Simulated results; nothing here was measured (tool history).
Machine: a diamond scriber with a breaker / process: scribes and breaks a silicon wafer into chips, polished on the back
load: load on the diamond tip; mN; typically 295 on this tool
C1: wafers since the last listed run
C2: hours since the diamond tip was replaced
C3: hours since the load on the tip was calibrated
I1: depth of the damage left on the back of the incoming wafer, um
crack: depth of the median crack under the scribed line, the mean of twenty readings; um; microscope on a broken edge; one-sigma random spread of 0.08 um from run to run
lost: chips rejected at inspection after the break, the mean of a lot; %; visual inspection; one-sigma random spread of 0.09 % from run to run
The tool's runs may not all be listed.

{"run": 1, "hour": 0.0, "load": 295, "C1": 0, "C2": 561.0, "C3": 1341.4, "I1": 0.04, "crack": 9.85, "lost": 2.24}
{"run": 2, "hour": 55.9, "load": 295, "C1": 139, "C2": 616.9, "C3": 1397.3, "I1": 0.02, "crack": 9.82, "lost": 2.45}
{"run": 3, "hour": 101.5, "load": 361, "C1": 113, "C2": 662.5, "C3": 1442.9, "I1": 0.02, "crack": 11.4, "lost": 16.15}
{"run": 4, "hour": 145.5, "load": 361, "C1": 109, "C2": 706.5, "C3": 1486.9, "I1": 0.04, "crack": 11.44, "lost": 16.22}
{"run": 5, "hour": 183.7, "load": 295, "C1": 95, "C2": 744.7, "C3": 1525.1, "I1": 0.02, "crack": 9.73, "lost": 1.69}
{"run": 6, "hour": 212.5, "load": 295, "C1": 71, "C2": 773.5, "C3": 1553.9, "I1": 0.02, "crack": 9.86, "lost": 1.54}
{"run": 7, "hour": 280.2, "load": 295, "C1": 168, "C2": 841.2, "C3": 1621.6, "I1": 0.03, "crack": 9.69, "lost": 1.4}
{"run": 8, "hour": 318.7, "load": 295, "C1": 95, "C2": 879.7, "C3": 1660.1, "I1": 0.02, "crack": 9.55, "lost": 1.45}
{"run": 9, "hour": 343.3, "load": 354, "C1": 61, "C2": 904.3, "C3": 1684.7, "I1": 0.05, "crack": 11.03, "lost": 10.89}
{"run": 10, "hour": 387.7, "load": 225, "C1": 110, "C2": 948.7, "C3": 1729.1, "I1": 0.01, "crack": 7.67, "lost": 17.81}
{"hour": 394.3, "done": "diamond tip replaced by a new one"}
{"run": 11, "hour": 428.3, "load": 342, "C1": 96, "C2": 34.0, "C3": 1769.7, "I1": 0.02, "crack": 11.84, "lost": 19.76}
{"run": 12, "hour": 454.3, "load": 342, "C1": 64, "C2": 60.0, "C3": 1795.7, "I1": 0.03, "crack": 11.8, "lost": 18.6}
{"hour": 460.0, "done": "load on the tip recalibrated"}
{"run": 13, "hour": 520.8, "load": 231, "C1": 160, "C2": 126.5, "C3": 60.8, "I1": 0.03, "crack": 7.64, "lost": 20.06}
{"run": 14, "hour": 575.9, "load": 325, "C1": 137, "C2": 181.6, "C3": 115.9, "I1": 0.04, "crack": 10.01, "lost": 2.61}
{"run": 15, "hour": 644.9, "load": 261, "C1": 172, "C2": 250.6, "C3": 184.9, "I1": 0.05, "crack": 8.37, "lost": 6.21}
{"run": 16, "hour": 696.4, "load": 250, "C1": 128, "C2": 302.1, "C3": 236.4, "I1": 0.01, "crack": 8.29, "lost": 9.16}
{"run": 17, "hour": 723.4, "load": 295, "C1": 67, "C2": 329.1, "C3": 263.4, "I1": 0.02, "crack": 9.35, "lost": 1.29}

Subtracting, for every run, the result it would have given without the tool's unlogged condition from the measured result gives the following. The same run-to-run variation enters both numbers; the gauge's scatter may not:
The hidden state here: share of the diamond tip's cutting effectiveness lost through wear, %; deviation of the load on the tip from its setpoint, %.
run=1 crack=+0.46 lost=+1.03
run=2 crack=+0.43 lost=+1.03
run=3 crack=+0.46 lost=+5.34
run=4 crack=+0.42 lost=+4.98
run=5 crack=+0.32 lost=+0.49
run=6 crack=+0.30 lost=+0.39
run=7 crack=+0.21 lost=+0.21
run=8 crack=+0.16 lost=+0.14
run=9 crack=+0.14 lost=+1.55
run=10 crack=+0.05 lost=-0.95
run=11 crack=+1.22 lost=+13.41
run=12 crack=+1.23 lost=+12.68
run=13 crack=-0.11 lost=+2.42
run=14 crack=-0.14 lost=-0.72
run=15 crack=-0.10 lost=+1.01
run=16 crack=-0.10 lost=+1.19
run=17 crack=-0.11 lost=+0.06

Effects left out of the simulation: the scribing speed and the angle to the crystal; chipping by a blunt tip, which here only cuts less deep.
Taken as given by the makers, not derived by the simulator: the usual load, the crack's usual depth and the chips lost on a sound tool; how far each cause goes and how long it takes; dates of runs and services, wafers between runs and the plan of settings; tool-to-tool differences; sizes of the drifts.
